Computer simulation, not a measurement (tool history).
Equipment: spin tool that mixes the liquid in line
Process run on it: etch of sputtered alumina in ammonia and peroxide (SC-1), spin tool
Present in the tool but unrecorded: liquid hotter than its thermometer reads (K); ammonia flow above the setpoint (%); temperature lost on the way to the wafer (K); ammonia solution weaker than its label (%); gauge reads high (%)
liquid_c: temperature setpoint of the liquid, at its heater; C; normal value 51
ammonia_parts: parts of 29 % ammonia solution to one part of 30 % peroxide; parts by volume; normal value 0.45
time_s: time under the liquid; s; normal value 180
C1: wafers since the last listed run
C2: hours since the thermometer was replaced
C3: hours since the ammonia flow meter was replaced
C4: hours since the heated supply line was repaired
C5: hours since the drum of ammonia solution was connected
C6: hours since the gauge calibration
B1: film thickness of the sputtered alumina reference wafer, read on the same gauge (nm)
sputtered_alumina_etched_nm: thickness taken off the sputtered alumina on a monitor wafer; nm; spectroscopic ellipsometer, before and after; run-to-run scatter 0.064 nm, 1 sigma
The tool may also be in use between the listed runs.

{"run": 1, "hour": 0.0, "liquid_c": 57, "ammonia_parts": 0.3, "time_s": 180, "C1": 0, "C2": 1252.8, "C3": 1379, "C4": 1551.6, "C5": 21.6, "C6": 534.2, "B1": 30.01, "sputtered_alumina_etched_nm": 12.44}
{"run": 2, "hour": 6.1, "liquid_c": 57, "ammonia_parts": 0.3, "time_s": 180, "C1": 56, "C2": 1258.9, "C3": 1385.1, "C4": 1557.7, "C5": 27.7, "C6": 540.3, "B1": 29.99, "sputtered_alumina_etched_nm": 12.68}
{"hour": 19.7, "done": "thermometer replaced"}
{"run": 3, "hour": 20.4, "liquid_c": 58.5, "ammonia_parts": 0.45, "time_s": 180, "C1": 122, "C2": 0.7, "C3": 1399.4, "C4": 1572, "C5": 42, "C6": 554.6, "B1": 30.01, "sputtered_alumina_etched_nm": 14.14}
{"hour": 27.6, "done": "heated supply line repaired"}
{"hour": 30.8, "done": "ammonia flow meter replaced"}
{"run": 4, "hour": 35.6, "liquid_c": 51, "ammonia_parts": 0.3, "time_s": 80, "C1": 121, "C2": 15.9, "C3": 4.8, "C4": 8, "C5": 57.2, "C6": 569.8, "B1": 29.99, "sputtered_alumina_etched_nm": 4.05}
{"run": 5, "hour": 52.3, "liquid_c": 57, "ammonia_parts": 0.45, "time_s": 150, "C1": 154, "C2": 32.6, "C3": 21.5, "C4": 24.7, "C5": 73.9, "C6": 586.5, "B1": 29.98, "sputtered_alumina_etched_nm": 10.84}
{"hour": 57.8, "done": "gauge calibrated"}
{"run": 6, "hour": 62.7, "liquid_c": 57, "ammonia_parts": 0.45, "time_s": 150, "C1": 96, "C2": 43, "C3": 31.9, "C4": 35.1, "C5": 84.3, "C6": 4.9, "B1": 30, "sputtered_alumina_etched_nm": 10.91}
{"run": 7, "hour": 74.5, "liquid_c": 51, "ammonia_parts": 0.45, "time_s": 180, "C1": 108, "C2": 54.8, "C3": 43.7, "C4": 46.9, "C5": 96.1, "C6": 16.7, "B1": 30.02, "sputtered_alumina_etched_nm": 9.41}
{"run": 8, "hour": 81.2, "liquid_c": 44.5, "ammonia_parts": 0.5, "time_s": 270, "C1": 61, "C2": 61.5, "C3": 50.4, "C4": 53.6, "C5": 102.8, "C6": 23.4, "B1": 30, "sputtered_alumina_etched_nm": 9.99}
{"run": 9, "hour": 90.2, "liquid_c": 56, "ammonia_parts": 0.3, "time_s": 255, "C1": 83, "C2": 70.5, "C3": 59.4, "C4": 62.6, "C5": 111.8, "C6": 32.4, "B1": 29.97, "sputtered_alumina_etched_nm": 16.81}
{"run": 10, "hour": 99.1, "liquid_c": 45, "ammonia_parts": 0.45, "time_s": 180, "C1": 82, "C2": 79.4, "C3": 68.3, "C4": 71.5, "C5": 120.7, "C6": 41.3, "B1": 30.01, "sputtered_alumina_etched_nm": 6.77}
{"run": 11, "hour": 107.6, "liquid_c": 51, "ammonia_parts": 0.35, "time_s": 180, "C1": 78, "C2": 87.9, "C3": 76.8, "C4": 80, "C5": 129.2, "C6": 49.8, "B1": 29.99, "sputtered_alumina_etched_nm": 9.25}
{"run": 12, "hour": 117.7, "liquid_c": 51, "ammonia_parts": 0.45, "time_s": 180, "C1": 93, "C2": 98, "C3": 86.9, "C4": 90.1, "C5": 139.3, "C6": 59.9, "B1": 30.02, "sputtered_alumina_etched_nm": 9.5}
{"run": 13, "hour": 129.4, "liquid_c": 51, "ammonia_parts": 0.45, "time_s": 260, "C1": 108, "C2": 109.7, "C3": 98.6, "C4": 101.8, "C5": 151, "C6": 71.6, "B1": 30.01, "sputtered_alumina_etched_nm": 13.71}
{"run": 14, "hour": 137.0, "liquid_c": 51, "ammonia_parts": 0.35, "time_s": 235, "C1": 70, "C2": 117.3, "C3": 106.2, "C4": 109.4, "C5": 158.6, "C6": 79.2, "B1": 30, "sputtered_alumina_etched_nm": 12.03}
{"run": 15, "hour": 150.5, "liquid_c": 53.5, "ammonia_parts": 0.55, "time_s": 120, "C1": 124, "C2": 130.8, "C3": 119.7, "C4": 122.9, "C5": 172.1, "C6": 92.7, "B1": 29.99, "sputtered_alumina_etched_nm": 7.38}
{"run": 16, "hour": 157.0, "liquid_c": 51, "ammonia_parts": 0.3, "time_s": 180, "C1": 60, "C2": 137.3, "C3": 126.2, "C4": 129.4, "C5": 178.6, "C6": 99.2, "B1": 30.01, "sputtered_alumina_etched_nm": 9.08}
{"run": 17, "hour": 163.6, "liquid_c": 51, "ammonia_parts": 0.6, "time_s": 180, "C1": 60, "C2": 143.9, "C3": 132.8, "C4": 136, "C5": 185.2, "C6": 105.8, "B1": 30, "sputtered_alumina_etched_nm": 9.71}
{"run": 18, "hour": 181.1, "liquid_c": 54.5, "ammonia_parts": 0.45, "time_s": 180, "C1": 161, "C2": 161.4, "C3": 150.3, "C4": 153.5, "C5": 202.7, "C6": 123.3, "B1": 29.98, "sputtered_alumina_etched_nm": 11.47}
{"run": 19, "hour": 188.3, "liquid_c": 43.5, "ammonia_parts": 0.45, "time_s": 240, "C1": 66, "C2": 168.6, "C3": 157.5, "C4": 160.7, "C5": 209.9, "C6": 130.5, "B1": 30.02, "sputtered_alumina_etched_nm": 8.28}
{"run": 20, "hour": 202.7, "liquid_c": 51, "ammonia_parts": 0.45, "time_s": 180, "C1": 133, "C2": 183, "C3": 171.9, "C4": 175.1, "C5": 224.3, "C6": 144.9, "B1": 29.98, "sputtered_alumina_etched_nm": 9.44}
{"run": 21, "hour": 218.6, "liquid_c": 47.5, "ammonia_parts": 0.45, "time_s": 90, "C1": 146, "C2": 198.9, "C3": 187.8, "C4": 191, "C5": 240.2, "C6": 160.8, "B1": 29.98, "sputtered_alumina_etched_nm": 3.91}
{"run": 22, "hour": 235.6, "liquid_c": 43, "ammonia_parts": 0.4, "time_s": 180, "C1": 157, "C2": 215.9, "C3": 204.8, "C4": 208, "C5": 257.2, "C6": 177.8, "B1": 30.01, "sputtered_alumina_etched_nm": 6.04}
{"run": 23, "hour": 242.2, "liquid_c": 51, "ammonia_parts": 0.45, "time_s": 180, "C1": 60, "C2": 222.5, "C3": 211.4, "C4": 214.6, "C5": 263.8, "C6": 184.4, "B1": 30, "sputtered_alumina_etched_nm": 9.46}
{"run": 24, "hour": 252.0, "liquid_c": 51, "ammonia_parts": 0.45, "time_s": 90, "C1": 90, "C2": 232.3, "C3": 221.2, "C4": 224.4, "C5": 273.6, "C6": 194.2, "B1": 29.98, "sputtered_alumina_etched_nm": 4.7}

Forecast each of these 5 alternatives for the next run:
{"run": "A", "hour": 252.5, "liquid_c": 51, "ammonia_parts": 0.45, "time_s": 180, "C1": 4, "C2": 232.8, "C3": 221.7, "C4": 224.9, "C5": 274.1, "C6": 194.7, "B1": "?", "sputtered_alumina_etched_nm": "?"}
{"run": "B", "hour": 252.5, "liquid_c": 51, "ammonia_parts": 0.4, "time_s": 150, "C1": 4, "C2": 232.8, "C3": 221.7, "C4": 224.9, "C5": 274.1, "C6": 194.7, "B1": "?", "sputtered_alumina_etched_nm": "?"}
{"run": "C", "hour": 252.5, "liquid_c": 51, "ammonia_parts": 0.65, "time_s": 180, "C1": 4, "C2": 232.8, "C3": 221.7, "C4": 224.9, "C5": 274.1, "C6": 194.7, "B1": "?", "sputtered_alumina_etched_nm": "?"}
{"run": "D", "hour": 252.5, "liquid_c": 51, "ammonia_parts": 0.3, "time_s": 235, "C1": 4, "C2": 232.8, "C3": 221.7, "C4": 224.9, "C5": 274.1, "C6": 194.7, "B1": "?", "sputtered_alumina_etched_nm": "?"}
{"run": "E", "hour": 252.5, "liquid_c": 48.5, "ammonia_parts": 0.3, "time_s": 105, "C1": 4, "C2": 232.8, "C3": 221.7, "C4": 224.9, "C5": 274.1, "C6": 194.7, "B1": "?", "sputtered_alumina_etched_nm": "?"}

run=A B1=30 sputtered_alumina_etched_nm=9.49
run=B B1=30 sputtered_alumina_etched_nm=7.82
run=C B1=30 sputtered_alumina_etched_nm=9.83
run=D B1=30 sputtered_alumina_etched_nm=11.92
run=E B1=30 sputtered_alumina_etched_nm=4.64
Without the tool's hidden state the same runs would have given:
run=A sputtered_alumina_etched_nm=9.49
run=B sputtered_alumina_etched_nm=7.82
run=C sputtered_alumina_etched_nm=9.83
run=D sputtered_alumina_etched_nm=11.92
run=E sputtered_alumina_etched_nm=4.64
